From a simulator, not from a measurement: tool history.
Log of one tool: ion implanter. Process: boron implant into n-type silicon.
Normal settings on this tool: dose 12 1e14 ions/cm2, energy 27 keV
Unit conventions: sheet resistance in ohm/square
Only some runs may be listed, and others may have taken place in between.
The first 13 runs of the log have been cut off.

run   hour   dose  energy  wafers since the last listed run  hours since the last dose calibration  hours since the extraction supply was calibrated  hours since the gauge calibration  read-back reference wafer on the same gauge, sheet resistance  sheet resistance
     331.3  -- gauge calibrated
 14  350.7     12      27                               584                                   32.4                                            2326.8                               19.4                                                          93.98            100.61
 15  366.4     12      27                               456                                   48.1                                            2342.5                               35.1                                                          94.02            100.13
 16  395.8  14.28    18.5                               855                                   77.5                                            2371.9                               64.5                                                          93.98             91.48
 17  410.4     12      27                               424                                   92.1                                            2386.5                               79.1                                                          93.93             99.83
 18  424.5   8.47      34                               410                                  106.2                                            2400.6                               93.2                                                          94.05            131.85
 19  439.3  15.16    18.5                               430                                    121                                            2415.4                                108                                                          94.05             88.09
 20  453.8  10.01      27                               421                                  135.5                                            2429.9                              122.5                                                           93.9            116.27
     465.3  -- extraction supply calibrated
 21  465.9   9.74      32                               119                                  147.6                                               0.6                              134.6                                                          93.93            117.45
 22  485.5     12      27                               570                                  167.2                                              20.2                              154.2                                                          93.99            100.95
 23  498.1  10.54      27                               366                                  179.8                                              32.8                              166.8                                                          93.93            112.31
 24  522.6     12      27                               712                                  204.3                                              57.3                              191.3                                                          93.96            100.52
 25  554.7  13.43      20                               934                                  236.4                                              89.4                              223.4                                                          94.02             95.22
 26  581.4  13.15      27                               776                                  263.1                                             116.1                              250.1                                                          93.89             93.07
 27  609.6     12      27                               820                                  291.3                                             144.3                              278.3                                                          94.04             99.05
 28  622.9     12      27                               386                                  304.6                                             157.6                              291.6                                                             94             99.59
 29  656.5     12      27                               977                                  338.2                                             191.2                              325.2                                                             94             99.48
 30  675.4     12    23.5                               549                                  357.1                                             210.1                              344.1                                                          94.02             102.4
 31  707.8  14.17      27                               942                                  389.5                                             242.5                              376.5                                                          94.03             87.25
 32  720.6     12      27                               372                                  402.3                                             255.3                              389.3                                                          93.99             100.6
 33  746.9  15.24    29.5                               765                                  428.6                                             281.6                              415.6                                                          94.02             82.01
 34    778  13.65      27                               904                                  459.7                                             312.7                              446.7                                                          93.88             90.75
 35  799.4     12      27                               622                                  481.1                                             334.1                              468.1                                                          93.87            100.19
 36  811.9  14.56      27                               363                                  493.6                                             346.6                              480.6                                                          93.99             85.94
 37  846.9     12      27                              1018                                  528.6                                             381.6                              515.6                                                          93.99             99.58

Forecast each of these 5 alternatives for the next run:
  A  847.3  14.99      27                                11                                    529                                               382                                516                                                              ?                 ?
  B  847.3  10.72    23.5                                11                                    529                                               382                                516                                                              ?                 ?
  C  847.3  13.37    22.5                                11                                    529                                               382                                516                                                              ?                 ?
  D  847.3     12    19.5                                11                                    529                                               382                                516                                                              ?                 ?
  E  847.3   8.46    35.5                                11                                    529                                               382                                516                                                              ?                 ?

run  read-back reference wafer on the same gauge, sheet resistance  sheet resistance
  A                                                          93.99             83.54
  B                                                          93.99            110.35
  C                                                          93.99             92.92
  D                                                          93.99            102.63
  E                                                          93.99             130.6
Stripped of hidden state, with their random variation kept, the same runs would have yielded:
run  sheet resistance
  A             83.54
  B            110.35
  C             92.92
  D            102.63
  E             130.6
